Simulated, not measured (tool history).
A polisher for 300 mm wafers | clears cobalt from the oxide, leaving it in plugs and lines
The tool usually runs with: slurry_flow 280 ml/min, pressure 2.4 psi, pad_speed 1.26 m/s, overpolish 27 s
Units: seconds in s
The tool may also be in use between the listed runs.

run	hour	slurry_flow	pressure	pad_speed	overpolish	incoming thickness of the incoming film, nm	seconds
1	0	280	2.4	1.26	27	310.5	56
2	86.1	280	2.4	1.46	27	306.2	50.9
# hour 127: head pressure recalibrated
3	174.4	280	2.4	1.46	27	306.8	48.7
# hour 220.7: worn pad replaced by a new one
4	249.5	280	2.4	1.26	27	310.1	52.4
5	331.1	280	2.4	1.26	27	311.5	53.4
# hour 399.8: slurry nozzle cleaned
6	414.6	280	2.4	1.26	27	312	54.3
7	476.3	280	2.4	1.26	27	314.7	58.6
8	587.8	280	2.4	1.26	27	314.6	59.4
9	673.2	280	2.4	1.26	27	314.3	57.8
# hour 679.2: head pressure recalibrated
10	756.8	280	2.4	1.26	27	312.4	56.8
11	834.1	280	2.4	1.26	27	310.9	57.8
# hour 909: worn pad replaced by a new one
12	934.2	280	2.4	1.26	27	303.5	51.7
# hour 1164.9: slurry nozzle cleaned
13	1187	280	2.4	1.26	27	306.6	56.9
14	1289.2	280	2.4	1.26	27	308.7	57.1
# hour 1323.4: head pressure recalibrated
15	1391.9	280	2.4	1.26	27	308.8	56.6
16	1434.8	280	2.4	1.26	27	314.5	59.5
# hour 1450.9: worn pad replaced by a new one
17	1533.5	280	2.4	1.26	27	303.8	50.2
18	1575.9	195	3	1.64	36	309.6	34.5
19	1660.5	280	2.4	1.26	27	313.6	56.7
20	1717.7	280	1.7	1.26	27	304.7	76.4
21	1821.2	280	2.4	1.66	32	310	43.1
22	1923.8	205	2.4	1.26	27	316.2	58.9
# hour 1931.2: head pressure recalibrated
23	1968.8	375	2.4	1.26	27	307.2	58.2
# hour 1974: slurry nozzle cleaned
# hour 2016.4: worn pad replaced by a new one
24	2034.2	350	2.4	1.26	27	310.9	51.6
25	2357.7	280	3	1.26	27	310	44.9
26	2394	280	2.4	1.26	27	312.5	55.9
27	2444.6	320	2.4	1.48	19	304.5	46.2
28	2493.8	210	2.4	1.5	27	306.7	46.9
29	2550.2	280	2.4	1.26	27	309.8	56.3
# hour 2560.6: head pressure recalibrated
30	2604.3	280	2.4	1.5	22	306.1	48.3
31	2671.3	280	2.4	1.12	35	310.3	62.8
# hour 2720.8: worn pad replaced by a new one
32	2739.7	280	3	0.96	12	313	56.8
33	2790	280	2.4	1.26	27	308.2	52.3
34	2864.6	280	2.1	1.26	27	304	59.1

4 options for the next run, each taken on its own from the tool as it stands now. Forecast them:
A	2865	280	2.4	1.26	17	314	?
B	2865	190	2.6	1.26	27	314	?
C	2865	250	2.8	1.26	40	314	?
D	2865	375	2.4	0.88	12	314	?

run	seconds
A	55.7
B	52.9
C	48.5
D	78.4
Without the tool's unlogged condition, the same runs would have read:
run	seconds
A	52
B	49.4
C	45.3
D	73.3

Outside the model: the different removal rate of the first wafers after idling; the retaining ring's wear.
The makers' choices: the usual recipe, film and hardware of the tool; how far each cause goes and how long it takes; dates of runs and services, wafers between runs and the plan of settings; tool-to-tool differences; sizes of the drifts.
